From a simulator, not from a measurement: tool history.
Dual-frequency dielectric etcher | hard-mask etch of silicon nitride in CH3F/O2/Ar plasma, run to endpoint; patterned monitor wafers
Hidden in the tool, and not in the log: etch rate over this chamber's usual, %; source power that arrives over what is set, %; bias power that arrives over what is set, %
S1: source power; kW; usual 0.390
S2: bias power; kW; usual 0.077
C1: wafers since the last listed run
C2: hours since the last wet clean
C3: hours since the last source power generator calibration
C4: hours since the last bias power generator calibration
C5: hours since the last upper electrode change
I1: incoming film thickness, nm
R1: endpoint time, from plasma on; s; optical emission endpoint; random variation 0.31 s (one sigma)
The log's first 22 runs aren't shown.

Run 23, hour 643.2: usual settings but S2 0.083 kW; C1 235; C2 233.1; C3 52.0; C4 174.7; C5 6595.3; I1 41.08. Result: R1 56.3 s.
Run 24, hour 662.4: usual settings; C1 151; C2 252.3; C3 71.2; C4 193.9; C5 6614.5; I1 40.87. Result: R1 57.4 s.
Run 25, hour 698.2: usual settings but S1 0.320 kW, S2 0.071 kW; C1 282; C2 288.1; C3 107.0; C4 229.7; C5 6650.3; I1 40.70. Result: R1 64.8 s.
At hour 728.4: upper electrode replaced.
Run 26, hour 728.9: usual settings but S1 0.360 kW, S2 0.067 kW; C1 52; C2 318.8; C3 137.7; C4 260.4; C5 0.5; I1 40.40. Result: R1 61.6 s.
Run 27, hour 749.7: usual settings but S1 0.320 kW, S2 0.087 kW; C1 164; C2 339.6; C3 158.5; C4 281.2; C5 21.3; I1 41.04. Result: R1 60.8 s.
Run 28, hour 780.4: usual settings but S1 0.450 kW, S2 0.084 kW; C1 242; C2 370.3; C3 189.2; C4 311.9; C5 52.0; I1 40.67. Result: R1 51.2 s.
Run 29, hour 804.4: usual settings but S1 0.410 kW, S2 0.085 kW; C1 189; C2 394.3; C3 213.2; C4 335.9; C5 76.0; I1 40.65. Result: R1 52.8 s.
Run 30, hour 817.8: usual settings; C1 105; C2 407.7; C3 226.6; C4 349.3; C5 89.4; I1 41.14. Result: R1 57.5 s.
At hour 848.5: wet clean of the chamber.
Run 31, hour 851.6: usual settings but S1 0.480 kW, S2 0.061 kW; C1 77; C2 3.1; C3 260.4; C4 383.1; C5 123.2; I1 40.99. Result: R1 56.9 s.
Run 32, hour 881.4: usual settings but S1 0.460 kW, S2 0.093 kW; C1 235; C2 32.9; C3 290.2; C4 412.9; C5 153.0; I1 41.01. Result: R1 50.7 s.
Run 33, hour 895.6: usual settings but S1 0.310 kW; C1 111; C2 47.1; C3 304.4; C4 427.1; C5 167.2; I1 41.11. Result: R1 65.6 s.
Run 34, hour 912.5: usual settings; C1 133; C2 64.0; C3 321.3; C4 444.0; C5 184.1; I1 40.92. Result: R1 57.8 s.
Run 35, hour 932.9: usual settings but S2 0.069 kW; C1 160; C2 84.4; C3 341.7; C4 464.4; C5 204.5; I1 40.25. Result: R1 59.0 s.

Forecast each of these 4 alternatives for the next run:
Run A, hour 933.3: usual settings but S1 0.480 kW; C1 3; C2 84.8; C3 342.1; C4 464.8; C5 204.9; I1 40.68. Result: R1 ?.
Run B, hour 933.3: usual settings but S1 0.480 kW, S2 0.068 kW; C1 3; C2 84.8; C3 342.1; C4 464.8; C5 204.9; I1 40.68. Result: R1 ?.
Run C, hour 933.3: usual settings but S1 0.340 kW, S2 0.070 kW; C1 3; C2 84.8; C3 342.1; C4 464.8; C5 204.9; I1 40.68. Result: R1 ?.
Run D, hour 933.3: usual settings but S1 0.330 kW; C1 3; C2 84.8; C3 342.1; C4 464.8; C5 204.9; I1 40.68. Result: R1 ?.

run    R1
  A  52.1
  B  54.3
  C  63.5
  D  62.4
Without the tool's hidden state the same runs would have given:
run    R1
  A  52.7
  B  54.9
  C  64.3
  D  63.1
